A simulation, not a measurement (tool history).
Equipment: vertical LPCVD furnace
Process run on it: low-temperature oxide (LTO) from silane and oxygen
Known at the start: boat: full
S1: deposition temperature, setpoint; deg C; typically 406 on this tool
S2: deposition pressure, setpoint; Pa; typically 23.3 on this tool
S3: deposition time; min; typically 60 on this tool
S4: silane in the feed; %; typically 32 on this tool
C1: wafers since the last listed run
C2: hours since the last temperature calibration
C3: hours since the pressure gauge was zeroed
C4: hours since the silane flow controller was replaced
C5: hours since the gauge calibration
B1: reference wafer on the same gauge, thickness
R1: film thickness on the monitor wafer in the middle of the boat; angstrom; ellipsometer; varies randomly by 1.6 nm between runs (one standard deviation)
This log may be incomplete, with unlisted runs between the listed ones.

run    hour   S1    S2    S3  S4    C1      C2      C3      C4      C5      B1      R1
  1       0  406  23.3    60  32     0   349.6  3879.8  6405.2  2093.8  355.84  3712.1
  2    61.9  406  23.3    60  32   558   411.5  3941.7  6467.1  2155.7  355.45  3744.4
  3     157  406  23.3    60  34   857   506.6  4036.8  6562.2  2250.8  356.38  4050.6
  4   380.8  406  23.3    60  34  2019   730.4  4260.6    6786  2474.6  357.31  4086.9
  5   473.4  406  23.3    60  34   835     823  4353.2  6878.6  2567.2  357.57    4083
      504.3  -- gauge calibrated
      557.9  -- silane flow controller replaced
  6   580.1  406  23.3    60  32   746   929.7  4459.9    22.2    75.8  342.37  3590.3
  7   674.5  406  23.3    60  32   851  1024.1  4554.3   116.6   170.2  343.17  3620.4
  8   850.6  406  23.3    60  32  1588  1200.2  4730.4   292.7   346.3  343.36  3590.9
  9   912.2  406  23.3    47  32   555  1261.8    4792   354.3   407.9  344.29  2820.4
 10   954.1  406  23.3    60  32   378  1303.7  4833.9   396.2   449.8  344.45  3612.8
 11  1035.3  406  23.3    60  32   732  1384.9  4915.1   477.4     531  344.59  3616.2
     1177.9  -- pressure gauge zeroed
 12    1336  406  23.3    60  36  2496  1685.6   158.1   778.1   831.7  346.74  4258.7
 13  1415.8  412  23.3  79.5  32   719  1765.4   237.9   857.9   911.5  347.08  5133.2
 14  1520.1  406  23.3    60  32   940  1869.7   342.2   962.2  1015.8  348.36  3620.4
 15  1619.2  406  27.3  76.5  32   894  1968.8   441.3  1061.3  1114.9  347.22  5454.9
     1712.9  -- thermocouples replaced and temperature profile calibrated
 16  1870.7  406  23.3    60  32  2052   157.8   692.8  1312.8  1366.4   350.3  3666.2
 17  1913.3  402  26.7    60  32   384   200.4   735.4  1355.4    1409  349.84  4009.6
 18  2015.2  401  23.3    60  26   919   302.3   837.3  1457.3  1510.9  350.42  2540.2
 19  2054.5  417  21.3    60  38   354   341.6   876.6  1496.6  1550.2  349.84  4722.3
 20  2130.1  406  23.3  73.5  32   682   417.2   952.2  1572.2  1625.8   351.7  4523.2
 21    2203  406  18.7    76  38   657   490.1  1025.1  1645.1  1698.7   351.2  4642.3
 22  2247.8  411  18.7  67.5  32   404   534.9  1069.9  1689.9  1743.5  352.02  3520.3
 23  2332.1  406  23.3  66.5  32   760   619.2  1154.2  1774.2  1827.8  351.83  4074.7
 24  2370.9  406  23.3    60  32   350     658    1193    1813  1866.6  352.73  3684.8
 25  2444.3  406  23.3  40.5  32   662   731.4  1266.4  1886.4    1940  352.55  2505.3
 26  2491.5  406    28    46  34   425   778.6  1313.6  1933.6  1987.2  352.93  3676.2
 27  2596.4  406  23.3    60  32   946   883.5  1418.5  2038.5  2092.1  353.57  3700.2
 28  2674.5  406  23.3    60  32   704   961.6  1496.6  2116.6  2170.2  354.56  3691.5
 29  2757.4  406  23.3    60  32   747  1044.5  1579.5  2199.5  2253.1  354.69  3714.2
 30    2820  406  23.3    60  32   564  1107.1  1642.1  2262.1  2315.7  354.43  3709.7

Alternative continuations, all from the tool just after run 30; predict every row:
  A  2824.7  402  23.3    60  32  42  1111.8  1646.8  2266.8  2320.4   ?   ?
  B  2824.7  403  26.7  72.5  29  42  1111.8  1646.8  2266.8  2320.4   ?   ?
  C  2824.7  397  23.3    49  32  42  1111.8  1646.8  2266.8  2320.4   ?   ?
  D  2824.7  397  23.3    60  32  42  1111.8  1646.8  2266.8  2320.4   ?   ?
  E  2824.7  406  23.3  69.5  26  42  1111.8  1646.8  2266.8  2320.4   ?   ?

run      B1      R1
  A  354.57  3554.3
  B  354.57  4308.3
  C  354.57  2737.1
  D  354.57  3351.6
  E  354.57  3176.1
What these runs would have given with no unlogged condition in the tool:
run      R1
  A  3412.7
  B  4136.7
  C  2628.1
  D  3218.1
  E  3049.6
